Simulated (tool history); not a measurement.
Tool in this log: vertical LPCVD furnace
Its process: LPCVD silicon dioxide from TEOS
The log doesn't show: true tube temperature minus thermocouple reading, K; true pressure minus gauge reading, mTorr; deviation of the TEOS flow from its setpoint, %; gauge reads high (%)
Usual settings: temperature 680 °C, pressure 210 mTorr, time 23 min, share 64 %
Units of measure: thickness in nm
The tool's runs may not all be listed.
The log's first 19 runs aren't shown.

run   hour  temperature  pressure  time  share  wafers since the last listed run  hours since the last temperature calibration  hours since the pressure gauge was zeroed  hours since the TEOS flow controller was replaced  hours since the gauge calibration  read-back reference wafer on the same gauge, thickness  thickness
     293.2  -- pressure gauge zeroed
 20  293.7          684       175    16     71                                61                                          79.3                                        0.5                                              107.4                               99.1                                                    84.1      63.99
 21  298.2          680       210    23     64                                67                                          83.8                                          5                                              111.9                              103.6                                                    84.1      87.21
 22  302.7          680       170    23     64                                67                                          88.3                                        9.5                                              116.4                              108.1                                                   84.11      78.12
 23    319          670       230  20.5     59                               243                                         104.6                                       25.8                                              132.7                              124.4                                                   84.11      60.95
 24  327.8          674       180  18.5     74                               131                                         113.4                                       34.6                                              141.5                              133.2                                                   84.09      60.11
 25  341.2          684       210    23     64                               200                                         126.8                                         48                                              154.9                              146.6                                                   84.07      95.73
 26  359.8          670       210    23     56                               277                                         145.4                                       66.6                                              173.5                              165.2                                                   84.13      63.59
 27  371.2          680       210  19.5     60                               170                                         156.8                                         78                                              184.9                              176.6                                                   84.12      71.71
 28  379.4          676       210    23     75                               122                                           165                                       86.2                                              193.1                              184.8                                                   84.09      85.67
 29  385.7          680       210    23     64                                94                                         171.3                                       92.5                                              199.4                              191.1                                                    84.1      87.22
 30  392.2          671       245  28.5     70                                97                                         177.8                                         99                                              205.9                              197.6                                                   84.13      97.84

Forecast each of these 5 alternatives for the next run:
  A  396.8          680       210    23     55                                68                                         182.4                                      103.6                                              210.5                              202.2                                                       ?          ?
  B  396.8          680       165    32     64                                68                                         182.4                                      103.6                                              210.5                              202.2                                                       ?          ?
  C  396.8          680       175    23     70                                68                                         182.4                                      103.6                                              210.5                              202.2                                                       ?          ?
  D  396.8          676       175    26     55                                68                                         182.4                                      103.6                                              210.5                              202.2                                                       ?          ?
  E  396.8          680       160    23     64                                68                                         182.4                                      103.6                                              210.5                              202.2                                                       ?          ?

run  read-back reference wafer on the same gauge, thickness  thickness
  A                                                   84.11      80.66
  B                                                   84.11     107.31
  C                                                   84.11      83.07
  D                                                   84.11      75.51
  E                                                   84.11      75.95
The same runs, with their run-to-run variation unchanged, on a tool lacking any hidden condition would have given:
run  thickness
  A      80.24
  B     106.75
  C      82.64
  D      75.12
  E      75.56

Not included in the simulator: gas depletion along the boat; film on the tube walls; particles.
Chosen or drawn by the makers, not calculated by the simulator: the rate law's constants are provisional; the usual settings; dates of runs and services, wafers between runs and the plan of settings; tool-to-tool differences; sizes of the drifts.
